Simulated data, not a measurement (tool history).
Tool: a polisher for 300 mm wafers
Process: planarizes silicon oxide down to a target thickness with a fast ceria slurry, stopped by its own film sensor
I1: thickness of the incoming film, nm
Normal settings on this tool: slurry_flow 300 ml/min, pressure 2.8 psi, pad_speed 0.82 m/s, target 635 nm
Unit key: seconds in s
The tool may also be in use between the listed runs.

Run 1, hour 0.0: usual settings but target 431 nm; I1 1471.8. Result: seconds 90.0 s.
Run 2, hour 25.3: usual settings but pressure 3.1 psi; I1 1485.3. Result: seconds 68.3 s.
At hour 43.3: worn pad replaced by a new one.
Run 3, hour 46.1: usual settings but slurry_flow 380 ml/min; I1 1475.3. Result: seconds 67.3 s.
Run 4, hour 76.6: usual settings; I1 1491.9. Result: seconds 70.7 s.
Run 5, hour 104.0: usual settings; I1 1479.5. Result: seconds 72.9 s.
Run 6, hour 184.3: usual settings but pressure 3.6 psi; I1 1475.0. Result: seconds 59.0 s.
At hour 198.1: slurry nozzle cleaned.
Run 7, hour 206.9: usual settings; I1 1464.5. Result: seconds 74.9 s.
Run 8, hour 238.1: usual settings; I1 1502.4. Result: seconds 80.3 s.
At hour 269.0: worn pad replaced by a new one.
Run 9, hour 272.1: usual settings; I1 1506.3. Result: seconds 70.8 s.
Run 10, hour 298.9: usual settings; I1 1489.9. Result: seconds 69.9 s.
Run 11, hour 320.8: usual settings but pad_speed 0.68 m/s; I1 1479.8. Result: seconds 86.2 s.
Run 12, hour 335.8: usual settings but pad_speed 0.68 m/s; I1 1475.6. Result: seconds 86.4 s.
At hour 369.6: head pressure recalibrated.
Run 13, hour 369.9: usual settings; I1 1474.1. Result: seconds 72.4 s.
Run 14, hour 397.1: usual settings; I1 1521.1. Result: seconds 77.4 s.
Run 15, hour 427.0: usual settings but pad_speed 0.64 m/s, target 830 nm; I1 1483.7. Result: seconds 73.0 s.
Run 16, hour 455.2: usual settings but slurry_flow 235 ml/min; I1 1480.5. Result: seconds 74.4 s.
Run 17, hour 467.6: usual settings but pressure 3.6 psi; I1 1484.7. Result: seconds 57.6 s.
Run 18, hour 487.3: usual settings but slurry_flow 370 ml/min, target 423 nm; I1 1473.0. Result: seconds 92.8 s.
Run 19, hour 509.7: usual settings but slurry_flow 270 ml/min, pad_speed 1.10 m/s; I1 1501.7. Result: seconds 58.6 s.
At hour 529.5: worn pad replaced by a new one.
Run 20, hour 531.2: usual settings but target 365 nm; I1 1498.2. Result: seconds 88.9 s.
Run 21, hour 556.7: usual settings but pressure 3.7 psi, pad_speed 0.94 m/s; I1 1494.9. Result: seconds 47.5 s.
Run 22, hour 578.3: usual settings; I1 1473.9. Result: seconds 68.9 s.
Run 23, hour 604.9: usual settings but pressure 3.3 psi; I1 1492.6. Result: seconds 61.9 s.
Run 24, hour 702.4: usual settings; I1 1508.8. Result: seconds 76.8 s.
At hour 731.1: slurry nozzle cleaned.
Run 25, hour 731.6: usual settings but slurry_flow 345 ml/min, pressure 3.7 psi; I1 1494.1. Result: seconds 57.0 s.
Run 26, hour 751.4: usual settings but slurry_flow 215 ml/min; I1 1488.4. Result: seconds 79.3 s.
At hour 792.5: worn pad replaced by a new one.
Run 27, hour 844.7: usual settings but pressure 3.4 psi, pad_speed 1.06 m/s; I1 1495.2. Result: seconds 46.2 s.
Run 28, hour 861.6: usual settings but pressure 3.4 psi, pad_speed 1.06 m/s; I1 1478.8. Result: seconds 45.0 s.
Run 29, hour 883.4: usual settings; I1 1496.6. Result: seconds 74.9 s.
Run 30, hour 896.1: usual settings; I1 1478.0. Result: seconds 72.4 s.
Run 31, hour 911.3: usual settings but pressure 2.2 psi, pad_speed 0.98 m/s; I1 1492.5. Result: seconds 79.1 s.
Run 32, hour 933.9: usual settings but pad_speed 1.06 m/s; I1 1497.2. Result: seconds 58.6 s.
Run 33, hour 952.7: usual settings; I1 1476.7. Result: seconds 75.6 s.
Run 34, hour 975.4: usual settings but pressure 1.9 psi; I1 1492.1. Result: seconds 115.9 s.
Run 35, hour 1009.2: usual settings but slurry_flow 210 ml/min, pad_speed 0.90 m/s, target 913 nm; I1 1466.7. Result: seconds 46.2 s.
At hour 1038.9: worn pad replaced by a new one.
Run 36, hour 1039.4: usual settings but slurry_flow 380 ml/min, pad_speed 1.02 m/s; I1 1480.1. Result: seconds 53.5 s.
Run 37, hour 1058.7: usual settings; I1 1486.5. Result: seconds 70.1 s.

Hidden state, per run?
slurry flow missing at the pad, %: 0 on each run
deviation of the head's pressure from its setpoint, %: 0 on each run
H1: removal rate lost through wear of the pad, %
run     H1
  1   11.3
  2   11.5
  3   2.64
  4   6.09
  5    8.3
  6   11.9
  7   12.4
  8     13
  9  0.943
 10   4.03
 11   5.92
 12   6.97
 13   8.77
 14   9.77
 15   10.6
 16   11.1
 17   11.3
 18   11.5
 19   11.7
 20  0.281
 21   3.29
 22   5.22
 23   7.02
 24   10.4
 25   10.8
 26   11.1
 27   6.94
 28    8.1
 29    9.3
 30   9.87
 31   10.4
 32   11.1
 33   11.6
 34     12
 35   12.5
 36   1.07
 37   3.46

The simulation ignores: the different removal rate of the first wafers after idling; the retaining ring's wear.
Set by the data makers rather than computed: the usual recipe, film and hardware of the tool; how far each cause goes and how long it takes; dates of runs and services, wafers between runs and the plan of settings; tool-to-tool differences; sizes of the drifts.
